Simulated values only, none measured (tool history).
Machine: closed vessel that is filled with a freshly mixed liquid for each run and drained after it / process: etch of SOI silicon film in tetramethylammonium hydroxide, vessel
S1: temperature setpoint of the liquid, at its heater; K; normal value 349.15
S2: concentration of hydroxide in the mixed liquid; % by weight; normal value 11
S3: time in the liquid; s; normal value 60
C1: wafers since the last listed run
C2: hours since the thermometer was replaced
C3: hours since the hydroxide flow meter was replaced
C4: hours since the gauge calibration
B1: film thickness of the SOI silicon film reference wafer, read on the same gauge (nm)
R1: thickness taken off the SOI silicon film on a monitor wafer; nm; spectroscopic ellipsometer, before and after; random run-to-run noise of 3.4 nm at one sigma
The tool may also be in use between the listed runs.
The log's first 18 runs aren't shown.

Run 19, day 9.321: usual settings; C1 1697; C2 44.4; C3 89.1; C4 15.3; B1 90. Result: R1 589.65 nm.
Run 20, day 9.642: usual settings; C1 940; C2 52.1; C3 96.8; C4 23; B1 89.98. Result: R1 586.96 nm.
Run 21, day 10.325: usual settings but S1 345.15 K, S2 14.5 % by weight, S3 85 s; C1 2003; C2 68.5; C3 113.2; C4 39.4; B1 90.02. Result: R1 585.03 nm.
Run 22, day 10.608: usual settings but S1 341.65 K, S3 40 s; C1 830; C2 75.3; C3 120; C4 46.2; B1 89.95. Result: R1 255.02 nm.
Run 23, day 11.054: usual settings but S1 346.15 K, S2 9 % by weight, S3 30 s; C1 1306; C2 86; C3 130.7; C4 56.9; B1 89.94. Result: R1 266.12 nm.
Run 24, day 11.442: usual settings but S1 342.15 K, S2 12.5 % by weight, S3 80 s; C1 1135; C2 95.3; C3 140; C4 66.2; B1 90.02. Result: R1 494.1 nm.
Run 25, day 11.783: usual settings but S1 355.15 K, S2 13 % by weight, S3 75 s; C1 1001; C2 103.5; C3 148.2; C4 74.4; B1 90.03. Result: R1 949.58 nm.
Run 26, day 12.925: usual settings but S1 344.65 K, S2 8.5 % by weight; C1 3346; C2 130.9; C3 175.6; C4 101.8; B1 89.99. Result: R1 496.03 nm.
Run 27, day 13.467: usual settings but S1 342.15 K, S2 10 % by weight, S3 45 s; C1 1587; C2 143.9; C3 188.6; C4 114.8; B1 90. Result: R1 297.97 nm.
Run 28, day 14.183: usual settings but S1 355.15 K, S2 8.5 % by weight, S3 90 s; C1 2100; C2 161.1; C3 205.8; C4 132; B1 90.02. Result: R1 1330.93 nm.
Run 29, day 14.538: usual settings but S1 355.15 K, S3 75 s; C1 1038; C2 169.6; C3 214.3; C4 140.5; B1 89.98. Result: R1 1016.3 nm.
Run 30, day 15.121: usual settings but S1 353.65 K, S2 14.5 % by weight, S3 95 s; C1 1710; C2 183.6; C3 228.3; C4 154.5; B1 90. Result: R1 1049.97 nm.

Here are 3 independent what-if runs from the current tool condition. What would each one return?
Run A, day 15.15: usual settings but S2 14.5 % by weight; C1 85; C2 184.3; C3 229; C4 155.2; B1 ?. Result: R1 ?.
Run B, day 15.15: usual settings but S3 90 s; C1 85; C2 184.3; C3 229; C4 155.2; B1 ?. Result: R1 ?.
Run C, day 15.15: usual settings but S1 356.15 K, S3 50 s; C1 85; C2 184.3; C3 229; C4 155.2; B1 ?. Result: R1 ?.

run     B1      R1
  A  89.99  513.66
  B  89.99  870.18
  C  89.99  713.83
Had the tool no hidden state, the same runs would have come out as:
run      R1
  A  521.59
  B  883.61
  C  724.42
